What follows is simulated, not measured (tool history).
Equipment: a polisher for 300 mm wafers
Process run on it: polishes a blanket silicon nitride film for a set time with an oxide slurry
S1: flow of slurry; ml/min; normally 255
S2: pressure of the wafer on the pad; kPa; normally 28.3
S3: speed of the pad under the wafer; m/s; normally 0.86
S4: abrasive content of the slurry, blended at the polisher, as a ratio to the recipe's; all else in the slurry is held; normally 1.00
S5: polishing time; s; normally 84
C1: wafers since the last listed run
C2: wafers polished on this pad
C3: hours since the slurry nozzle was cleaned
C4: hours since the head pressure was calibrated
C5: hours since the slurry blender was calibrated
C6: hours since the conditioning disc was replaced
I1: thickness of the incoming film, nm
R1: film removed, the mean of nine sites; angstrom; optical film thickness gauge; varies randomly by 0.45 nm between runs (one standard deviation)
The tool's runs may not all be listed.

run	hour	S1	S2	S3	S4	S5	C1	C2	C3	C4	C5	C6	I1	R1
1	0.0	255	28.3	0.86	1.00	84	0	922	159.3	1102.6	128.6	0.5	336.7	552
# hour 12.4: head pressure recalibrated
2	15.8	255	28.3	0.86	1.00	95	109	1031	175.1	3.4	144.4	16.3	334.1	624
3	34.6	255	28.3	0.86	1.00	95	148	1180	193.9	22.2	163.2	35.1	346.4	624
4	96.0	275	28.3	0.86	1.00	66	485	1665	255.3	83.6	224.6	96.5	340.4	427
5	110.9	255	28.3	0.86	1.00	84	117	1783	270.2	98.5	239.5	111.4	342.8	539
# hour 132.3: worn pad replaced by a new one
6	145.2	255	28.3	0.86	1.00	84	239	102	304.5	132.8	273.8	145.7	340.7	551
7	170.3	305	20.7	0.86	1.00	73	198	300	329.6	157.9	298.9	170.8	339.1	353
8	191.8	230	28.3	0.86	1.00	84	170	470	351.1	179.4	320.4	192.3	340.1	541
# hour 249.7: conditioning disc replaced and pad reconditioned
9	253.5	255	28.3	0.86	1.00	101	472	943	412.8	241.1	382.1	3.8	339.2	657
10	274.5	255	35.2	0.86	1.00	84	166	1109	433.8	262.1	403.1	24.8	342.4	680
11	304.1	255	31.0	0.60	1.10	96	234	1343	463.4	291.7	432.7	54.4	343.0	516
# hour 320.9: slurry blender recalibrated
12	337.0	255	28.3	0.86	1.00	98	244	1587	496.3	324.6	16.1	87.3	341.7	630
13	371.9	255	28.3	0.74	1.00	75	276	1864	531.2	359.5	51.0	122.2	346.4	424
# hour 382.6: worn pad replaced by a new one
# hour 475.2: slurry nozzle cleaned
14	479.1	315	25.5	0.86	1.00	84	808	755	3.9	466.7	158.2	229.4	340.9	511
15	503.3	305	37.9	1.08	1.00	59	191	947	28.1	490.9	182.4	253.6	342.4	635
16	517.0	305	37.9	1.08	1.00	59	108	1055	41.8	504.6	196.1	267.3	338.3	639
17	542.3	215	28.3	0.86	1.00	84	200	1255	67.1	529.9	221.4	292.6	346.1	551
# hour 548.0: conditioning disc replaced and pad reconditioned
18	561.0	255	28.3	0.86	1.00	84	132	1387	85.8	548.6	240.1	13.0	338.9	556
19	580.1	255	28.3	1.14	1.00	103	151	1538	104.9	567.7	259.2	32.1	343.1	838
20	604.0	255	28.3	0.86	1.00	84	189	1727	128.8	591.6	283.1	56.0	337.7	544
# hour 617.9: worn pad replaced by a new one
21	634.3	320	24.1	0.86	1.20	84	208	130	159.1	621.9	313.4	86.3	344.0	507
22	662.3	205	28.3	0.60	1.00	84	221	351	187.1	649.9	341.4	114.3	345.9	408
23	688.8	285	33.1	0.86	1.20	76	209	561	213.6	676.4	367.9	140.8	339.2	621
24	710.6	255	28.3	0.74	1.20	84	172	733	235.4	698.2	389.7	162.6	344.1	512
25	749.7	255	28.3	0.86	1.00	84	309	1043	274.5	737.3	428.8	201.7	343.2	549
# hour 778.9: slurry blender recalibrated
26	779.4	255	28.3	0.86	1.00	84	219	1262	304.2	767.0	0.5	231.4	344.2	544

For each run, the measured value with the value that run would have given without the tool's hidden condition subtracted. The run-to-run variation is shared by both, the gauge scatter possibly not:
Hidden state present: removal rate lost through wear of the pad, %; slurry flow missing at the pad, %; deviation of the head's pressure from its setpoint, %; abrasive missing from the slurry, %; time polished since the conditioner stopped cutting, s.
run	R1
1	-5
2	-7
3	-8
4	-6
5	-10
6	-11
7	-6
8	-13
9	-19
10	-21
11	-17
12	-23
13	-17
14	-2
15	-3
16	-3
17	-4
18	-5
19	-9
20	-6
21	-6
22	-8
23	-10
24	-9
25	-12
26	-14

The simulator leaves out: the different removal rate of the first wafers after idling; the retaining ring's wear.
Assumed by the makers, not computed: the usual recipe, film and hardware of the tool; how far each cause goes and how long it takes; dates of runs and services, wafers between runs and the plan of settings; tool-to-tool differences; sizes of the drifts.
